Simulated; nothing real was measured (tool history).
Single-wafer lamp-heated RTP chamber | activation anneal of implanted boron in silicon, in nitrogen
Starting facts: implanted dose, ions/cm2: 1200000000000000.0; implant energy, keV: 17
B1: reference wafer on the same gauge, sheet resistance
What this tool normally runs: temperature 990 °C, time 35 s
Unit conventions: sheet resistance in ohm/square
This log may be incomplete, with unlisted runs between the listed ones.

run 1 hour=0 | temperature=990 time=35 | B1=91.02 | sheet_resistance=108.54
run 2 hour=26.7 | temperature=990 time=25 | B1=90.98 | sheet_resistance=108.87
run 3 hour=56.7 | temperature=990 time=25 | B1=90.93 | sheet_resistance=106.79
run 4 hour=82.2 | temperature=990 time=25 | B1=90.89 | sheet_resistance=107.1
run 5 hour=151.4 | temperature=990 time=35 | B1=90.99 | sheet_resistance=105.34
run 6 hour=218.3 | temperature=990 time=35 | B1=90.99 | sheet_resistance=104.72
run 7 hour=248.7 | temperature=990 time=35 | B1=90.95 | sheet_resistance=103.95
run 8 hour=278.3 | temperature=990 time=26 | B1=90.85 | sheet_resistance=105.94
-- hour=298.3 pyrometer window cleaned and pyrometer calibrated
run 9 hour=341.1 | temperature=990 time=26 | B1=90.95 | sheet_resistance=108.93
run 10 hour=369.8 | temperature=990 time=26 | B1=90.89 | sheet_resistance=106.34
run 11 hour=422.6 | temperature=990 time=35 | B1=91.05 | sheet_resistance=105.78
-- hour=465.3 reflector plate cleaned
run 12 hour=471.2 | temperature=990 time=35 | B1=91 | sheet_resistance=104.53
run 13 hour=513 | temperature=1000 time=19 | B1=90.95 | sheet_resistance=104.45
-- hour=552.5 gauge calibrated
-- hour=622.2 pyrometer window cleaned and pyrometer calibrated
run 14 hour=641.9 | temperature=966 time=28 | B1=90.96 | sheet_resistance=120.87
run 15 hour=668.6 | temperature=990 time=35 | B1=90.88 | sheet_resistance=106.74
run 16 hour=707.6 | temperature=971 time=27 | B1=91.03 | sheet_resistance=114.82
run 17 hour=757.2 | temperature=1004 time=48 | B1=90.95 | sheet_resistance=102.13
run 18 hour=793.4 | temperature=1001 time=51 | B1=91.08 | sheet_resistance=101.47
run 19 hour=844.2 | temperature=990 time=35 | B1=90.98 | sheet_resistance=105.3
-- hour=904.2 pyrometer window cleaned and pyrometer calibrated
run 20 hour=904.7 | temperature=1017 time=53 | B1=91.03 | sheet_resistance=100.77
run 21 hour=961.3 | temperature=990 time=35 | B1=90.96 | sheet_resistance=106.31
run 22 hour=1017.5 | temperature=990 time=43 | B1=91.01 | sheet_resistance=105.07
run 23 hour=1056.7 | temperature=1005 time=53 | B1=90.93 | sheet_resistance=100.82
run 24 hour=1087.3 | temperature=1006 time=50 | B1=91 | sheet_resistance=101.17

Here are 4 independent what-if runs from the current tool condition. What would each one return?
run A hour=1087.7 | temperature=967 time=35 | B1=? | sheet_resistance=?
run B hour=1087.7 | temperature=1006 time=47 | B1=? | sheet_resistance=?
run C hour=1087.7 | temperature=1011 time=14 | B1=? | sheet_resistance=?
run D hour=1087.7 | temperature=976 time=35 | B1=? | sheet_resistance=?

run=A B1=91.1 sheet_resistance=114.89
run=B B1=91.1 sheet_resistance=101.58
run=C B1=91.1 sheet_resistance=103.38
run=D B1=91.1 sheet_resistance=110.26
With no hidden state in the tool, these same runs would have given:
run=A sheet_resistance=122.26
run=B sheet_resistance=103.29
run=C sheet_resistance=105.4
run=D sheet_resistance=115.67
